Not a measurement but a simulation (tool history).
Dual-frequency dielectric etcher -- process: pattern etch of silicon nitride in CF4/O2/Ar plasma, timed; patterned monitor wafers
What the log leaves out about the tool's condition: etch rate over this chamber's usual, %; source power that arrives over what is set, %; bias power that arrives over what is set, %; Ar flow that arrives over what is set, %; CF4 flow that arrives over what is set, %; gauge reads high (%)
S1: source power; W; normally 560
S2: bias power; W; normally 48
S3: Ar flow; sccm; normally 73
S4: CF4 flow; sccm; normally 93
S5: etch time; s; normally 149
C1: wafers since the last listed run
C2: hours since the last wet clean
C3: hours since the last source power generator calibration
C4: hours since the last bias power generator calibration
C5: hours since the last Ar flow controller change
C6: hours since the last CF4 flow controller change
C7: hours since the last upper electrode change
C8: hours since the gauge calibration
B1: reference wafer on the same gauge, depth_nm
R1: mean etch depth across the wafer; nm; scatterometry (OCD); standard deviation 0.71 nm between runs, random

run   hour   S1  S2  S3   S4   S5   C1     C2      C3      C4      C5      C6      C7      C8     B1     R1
  1      0  560  48  73   93  149    0  585.2  3953.8  1869.8  5217.7  3347.1  3531.6   530.7  339.1  348.5
  2   54.1  560  48  73   93  149  582  639.3  4007.9  1923.9  5271.8  3401.2  3585.7   584.8  339.1  348.8
      95.3  -- wet clean of the chamber
  3  112.2  620  48  73   93  149  366   16.9    4066    1982  5329.9  3459.3  3643.8   642.9  338.7  397.2
  4  152.5  620  48  73   93  149  433   57.2  4106.3  2022.3  5370.2  3499.6  3684.1   683.2  338.7  397.9
     205.9  -- source power generator calibrated
  5  210.6  560  48  73   93  149  582  115.3     4.7  2080.4  5428.3  3557.7  3742.2   741.3  339.4  338.6
  6  256.5  500  48  73  102  149  493  161.2    50.6  2126.3  5474.2  3603.6  3788.1   787.2  339.2  303.6
     274.2  -- Ar flow controller replaced
  7  297.7  560  48  73   93  149  378  202.4    91.8  2167.5    23.5  3644.8  3829.3   828.4  338.5  338.8
  8  344.8  560  48  73   93  149  506  249.5   138.9  2214.6    70.6  3691.9  3876.4   875.5  339.1  338.6
  9  375.8  560  48  73   93  149  333  280.5   169.9  2245.6   101.6  3722.9  3907.4   906.5    339  338.4
 10  404.3  560  48  73   86  180  306    309   198.4  2274.1   130.1  3751.4  3935.9     935  339.2  402.3
     441.1  -- CF4 flow controller replaced
 11  444.8  560  48  73   93  149  371  349.5   238.9  2314.6   170.6     3.7  3976.4   975.5  339.2  337.2
     536.2  -- upper electrode replaced
 12  536.7  560  48  73   93  149  730  441.4   330.8  2406.5   262.5    95.6     0.5  1067.4  339.3  336.9
 13  552.1  460  48  73   93  149  165  456.8   346.2  2421.9   277.9     111    15.9  1082.8  339.2  271.2
     561.2  -- gauge calibrated
     568.2  -- bias power generator calibrated
 14  601.5  560  48  73   93  149  488  506.2   395.6    33.3   327.3   160.4    65.3    40.3  339.1  336.8
 15  626.9  650  60  73   80  129  273  531.6     421    58.7   352.7   185.8    90.7    65.7  338.9  353.5
     678.4  -- wet clean of the chamber
 16  688.5  690  48  73   93  115  404   10.1   482.6   120.3   414.3   247.4   152.3   127.3    339  327.7
 17  735.9  560  58  73  105  149  510   57.5     530   167.7   461.7   294.8   199.7   174.7  338.9  366.7
 18  786.3  560  36  65   93  177  542  107.9   580.4   218.1   512.1   345.2   250.1   225.1  338.8  380.3
 19  846.2  560  48  73   78  149  644  167.8   640.3     278     572   405.1     310     285  338.8  330.5
 20  905.7  560  40  86   93  149  640  227.3   699.8   337.5   631.5   464.6   369.5   344.5  338.7  314.8

Hidden state at the last listed run before each entry between runs and at the first one after, where it differs:
Between runs 2 and 3: wet clean of the chamber (hour 95.3)
  etch rate over this chamber's usual, %: -2.01 -> 0.172; source power that arrives over what is set, %: 4.21 -> 4.27
  measured result minus the result with no hidden state, R1: +8 -> +17.8 nm
Between runs 4 and 5: source power generator calibrated (hour 205.9)
  etch rate over this chamber's usual, %: 0.0349 -> -0.162; source power that arrives over what is set, %: 4.31 -> -0.406
  measured result minus the result with no hidden state, R1: +17.5 -> -2 nm
Between runs 6 and 7: Ar flow controller replaced (hour 274.2)
  etch rate over this chamber's usual, %: -0.318 -> -0.458; source power that arrives over what is set, %: -0.358 -> -0.316
  measured result minus the result with no hidden state, R1: -2.1 -> -2.7 nm
Between runs 10 and 11: CF4 flow controller replaced (hour 441.1)
  etch rate over this chamber's usual, %: -0.82 -> -0.958; source power that arrives over what is set, %: -0.206 -> -0.164
  measured result minus the result with no hidden state, R1: -4.2 -> -3.8 nm
Between runs 11 and 12: upper electrode replaced (hour 536.2)
  etch rate over this chamber's usual, %: -0.958 -> -1.27; source power that arrives over what is set, %: -0.164 -> -0.0687
  measured result minus the result with no hidden state, R1: -3.8 -> -4.6 nm
Between runs 13 and 14: gauge calibrated (hour 561.2); bias power generator calibrated (hour 568.2)
  etch rate over this chamber's usual, %: -1.32 -> -1.49; source power that arrives over what is set, %: -0.0528 -> -0.00167
  measured result minus the result with no hidden state, R1: -3.8 -> -5.1 nm
Between runs 15 and 16: wet clean of the chamber (hour 678.4)
  etch rate over this chamber's usual, %: -1.58 -> 0.026; source power that arrives over what is set, %: 0.0246 -> 0.0883
  measured result minus the result with no hidden state, R1: -5.5 -> +0.4 nm

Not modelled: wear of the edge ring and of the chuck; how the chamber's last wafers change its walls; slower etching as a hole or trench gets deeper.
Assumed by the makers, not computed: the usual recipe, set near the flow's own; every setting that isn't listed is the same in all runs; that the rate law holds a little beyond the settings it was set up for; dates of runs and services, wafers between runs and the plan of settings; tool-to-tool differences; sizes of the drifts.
